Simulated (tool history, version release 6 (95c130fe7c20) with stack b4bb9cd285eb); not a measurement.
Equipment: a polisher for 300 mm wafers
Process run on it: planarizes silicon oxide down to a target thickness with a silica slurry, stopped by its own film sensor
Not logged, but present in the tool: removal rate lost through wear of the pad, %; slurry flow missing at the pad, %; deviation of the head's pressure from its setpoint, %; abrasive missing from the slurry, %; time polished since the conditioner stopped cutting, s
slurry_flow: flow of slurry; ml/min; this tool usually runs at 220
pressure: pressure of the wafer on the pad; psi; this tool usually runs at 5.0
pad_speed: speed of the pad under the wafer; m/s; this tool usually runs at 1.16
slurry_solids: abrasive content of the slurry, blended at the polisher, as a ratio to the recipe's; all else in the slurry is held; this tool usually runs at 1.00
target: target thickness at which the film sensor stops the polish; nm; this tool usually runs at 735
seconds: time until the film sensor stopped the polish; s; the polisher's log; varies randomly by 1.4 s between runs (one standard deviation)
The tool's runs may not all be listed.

run,hour,slurry_flow,pressure,pad_speed,slurry_solids,target,wafers since the last listed run,wafers polished on this pad,hours since the slurry nozzle was cleaned,hours since the head pressure was calibrated,hours since the slurry blender was calibrated,hours since the conditioning disc was replaced,"incoming thickness of the incoming film, nm",seconds
1,0.0,220,5.0,1.16,1.00,735,0,3224,366.9,690.1,84.0,206.8,1222.5,120.5
2,38.1,220,5.0,1.16,1.00,735,406,3630,405.0,728.2,122.1,244.9,1207.9,115.6
# hour 53.8: slurry nozzle cleaned
3,104.7,220,5.0,1.16,1.00,735,699,4329,50.9,794.8,188.7,311.5,1200.5,113.1
# hour 125.7: head pressure recalibrated
# hour 135.3: worn pad replaced by a new one
4,168.5,220,5.0,1.16,1.00,735,616,353,114.7,42.8,252.5,375.3,1209.5,115.0
# hour 342.1: conditioning disc replaced and pad reconditioned
5,342.6,220,5.0,1.16,1.00,735,1834,2187,288.8,216.9,426.6,0.5,1204.5,115.5
# hour 375.1: slurry blender recalibrated
6,376.3,220,5.0,1.16,1.00,735,337,2525,322.5,250.6,1.2,34.2,1206.4,115.2
7,446.8,220,5.0,1.16,1.00,735,751,3277,393.0,321.1,71.7,104.7,1222.9,120.5
8,495.2,220,3.5,1.16,1.00,735,515,3792,441.4,369.5,120.1,153.1,1206.4,151.3
# hour 529.3: worn pad replaced by a new one
9,529.8,180,4.5,1.16,1.00,735,326,5,476.0,404.1,154.7,187.7,1208.3,131.3
10,552.2,220,5.0,1.16,1.00,735,238,244,498.4,426.5,177.1,210.1,1192.9,110.1
# hour 558.9: slurry nozzle cleaned
11,620.9,220,5.0,1.16,1.00,735,721,965,62.0,495.2,245.8,278.8,1219.5,118.0
12,645.3,220,5.0,1.16,1.00,735,260,1225,86.4,519.6,270.2,303.2,1185.9,112.5
13,684.4,220,3.5,1.02,1.00,735,416,1642,125.5,558.7,309.3,342.3,1196.4,168.4
14,721.4,220,5.0,1.16,1.00,735,394,2036,162.5,595.7,346.3,379.3,1199.3,112.0
# hour 769.7: slurry blender recalibrated
15,771.7,195,5.0,1.16,1.00,735,514,2551,212.8,646.0,2.0,429.6,1203.3,117.5
16,805.0,220,5.0,1.16,1.00,570,354,2906,246.1,679.3,35.3,462.9,1227.4,158.3
# hour 831.2: head pressure recalibrated
17,862.0,270,5.0,1.16,1.00,796,586,3492,303.1,30.8,92.3,519.9,1220.6,100.0
18,919.4,220,5.0,1.52,1.00,735,611,4104,360.5,88.2,149.7,577.3,1213.5,92.0
# hour 927.2: conditioning disc replaced and pad reconditioned
# hour 985.5: worn pad replaced by a new one
# hour 1029.9: slurry nozzle cleaned
19,1072.2,245,5.0,0.80,0.75,735,1553,913,42.3,241.0,302.5,145.0,1228.9,178.7
20,1140.8,275,3.3,1.44,1.00,689,731,1644,110.9,309.6,371.1,213.6,1190.4,140.2
21,1180.2,220,5.0,1.16,1.00,735,419,2064,150.3,349.0,410.5,253.0,1212.8,116.6
# hour 1236.4: slurry blender recalibrated
22,1240.4,285,6.5,1.16,1.00,604,620,2684,210.5,409.2,4.0,313.2,1221.1,117.1
23,1301.8,275,3.5,1.16,0.90,887,654,3339,271.9,470.6,65.4,374.6,1213.0,105.1
24,1362.2,280,5.0,1.54,1.15,571,643,3983,332.3,531.0,125.8,435.0,1202.0,112.6
25,1387.1,220,5.0,1.16,0.70,781,265,4248,357.2,555.9,150.7,459.9,1192.4,113.0

Each row is a separate what-if for the run after 25, all from the same tool condition, not one after another. Results?
A,1387.6,220,6.7,1.16,1.00,735,5,4253,357.7,556.4,151.2,460.4,1218.0,?
B,1387.6,220,5.0,1.16,1.00,809,5,4253,357.7,556.4,151.2,460.4,1218.0,?
C,1387.6,220,5.0,1.16,0.75,735,5,4253,357.7,556.4,151.2,460.4,1218.0,?
D,1387.6,220,5.0,1.16,1.20,657,5,4253,357.7,556.4,151.2,460.4,1218.0,?

run,seconds
A,93.2
B,101.6
C,133.7
D,130.7
Without the tool's hidden state the same runs would have given:
run,seconds
A,93.2
B,101.6
C,133.7
D,130.7
